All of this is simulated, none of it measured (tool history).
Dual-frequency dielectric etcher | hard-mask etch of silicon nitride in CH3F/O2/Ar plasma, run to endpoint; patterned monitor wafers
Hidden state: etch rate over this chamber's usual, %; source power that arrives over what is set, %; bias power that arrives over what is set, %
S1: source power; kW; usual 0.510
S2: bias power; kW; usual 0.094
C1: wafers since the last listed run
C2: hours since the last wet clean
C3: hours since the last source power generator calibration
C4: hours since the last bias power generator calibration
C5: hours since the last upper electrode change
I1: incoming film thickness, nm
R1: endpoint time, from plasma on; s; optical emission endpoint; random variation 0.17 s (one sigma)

run 1 hour=0.0 | S1=0.510 S2=0.094 | C1=0 C2=334.4 C3=1523.1 C4=1546.4 C5=6103.6 | I1=48.93 | R1=54.1
run 2 hour=11.7 | S1=0.510 S2=0.094 | C1=150 C2=346.1 C3=1534.8 C4=1558.1 C5=6115.3 | I1=48.99 | R1=54.6
run 3 hour=33.3 | S1=0.510 S2=0.094 | C1=277 C2=367.7 C3=1556.4 C4=1579.7 C5=6136.9 | I1=48.86 | R1=54.2
run 4 hour=51.1 | S1=0.510 S2=0.083 | C1=228 C2=385.5 C3=1574.2 C4=1597.5 C5=6154.7 | I1=48.76 | R1=58.1
run 5 hour=58.1 | S1=0.510 S2=0.094 | C1=90 C2=392.5 C3=1581.2 C4=1604.5 C5=6161.7 | I1=49.29 | R1=54.2
-- hour=76.3 bias power generator calibrated
run 6 hour=76.8 | S1=0.510 S2=0.094 | C1=189 C2=411.2 C3=1599.9 C4=0.5 C5=6180.4 | I1=48.31 | R1=53.1
-- hour=114.2 wet clean of the chamber
run 7 hour=114.7 | S1=0.610 S2=0.104 | C1=178 C2=0.5 C3=1637.8 C4=38.4 C5=6218.3 | I1=48.62 | R1=49.0
run 8 hour=115.1 | S1=0.510 S2=0.094 | C1=5 C2=0.9 C3=1638.2 C4=38.8 C5=6218.7 | I1=48.86 | R1=56.1
run 9 hour=131.5 | S1=0.510 S2=0.094 | C1=210 C2=17.3 C3=1654.6 C4=55.2 C5=6235.1 | I1=48.80 | R1=56.1
run 10 hour=137.6 | S1=0.510 S2=0.094 | C1=78 C2=23.4 C3=1660.7 C4=61.3 C5=6241.2 | I1=48.95 | R1=56.2
run 11 hour=147.8 | S1=0.400 S2=0.118 | C1=131 C2=33.6 C3=1670.9 C4=71.5 C5=6251.4 | I1=48.56 | R1=54.5
-- hour=164.4 source power generator calibrated
-- hour=179.1 upper electrode replaced
run 12 hour=179.6 | S1=0.510 S2=0.094 | C1=168 C2=65.4 C3=15.2 C4=103.3 C5=0.5 | I1=48.69 | R1=55.4
run 13 hour=179.9 | S1=0.540 S2=0.079 | C1=3 C2=65.7 C3=15.5 C4=103.6 C5=0.8 | I1=48.50 | R1=60.0
run 14 hour=180.2 | S1=0.430 S2=0.109 | C1=3 C2=66.0 C3=15.8 C4=103.9 C5=1.1 | I1=48.40 | R1=54.8
run 15 hour=182.2 | S1=0.470 S2=0.115 | C1=25 C2=68.0 C3=17.8 C4=105.9 C5=3.1 | I1=49.05 | R1=51.7
run 16 hour=195.6 | S1=0.400 S2=0.113 | C1=172 C2=81.4 C3=31.2 C4=119.3 C5=16.5 | I1=48.71 | R1=55.6
run 17 hour=213.2 | S1=0.420 S2=0.094 | C1=226 C2=99.0 C3=48.8 C4=136.9 C5=34.1 | I1=48.91 | R1=60.6
run 18 hour=224.4 | S1=0.430 S2=0.079 | C1=144 C2=110.2 C3=60.0 C4=148.1 C5=45.3 | I1=48.49 | R1=65.9

Measured less the same run without the tool's hidden state. The same run-to-run variation is in both; the gauge's scatter may not be:
run=1 R1=-2.0
run=2 R1=-2.1
run=3 R1=-2.2
run=4 R1=-2.4
run=5 R1=-2.4
run=6 R1=-2.4
run=7 R1=+0.0
run=8 R1=-0.1
run=9 R1=-0.2
run=10 R1=-0.2
run=11 R1=-0.2
run=12 R1=-0.5
run=13 R1=-0.5
run=14 R1=-0.4
run=15 R1=-0.4
run=16 R1=-0.5
run=17 R1=-0.7
run=18 R1=-0.9
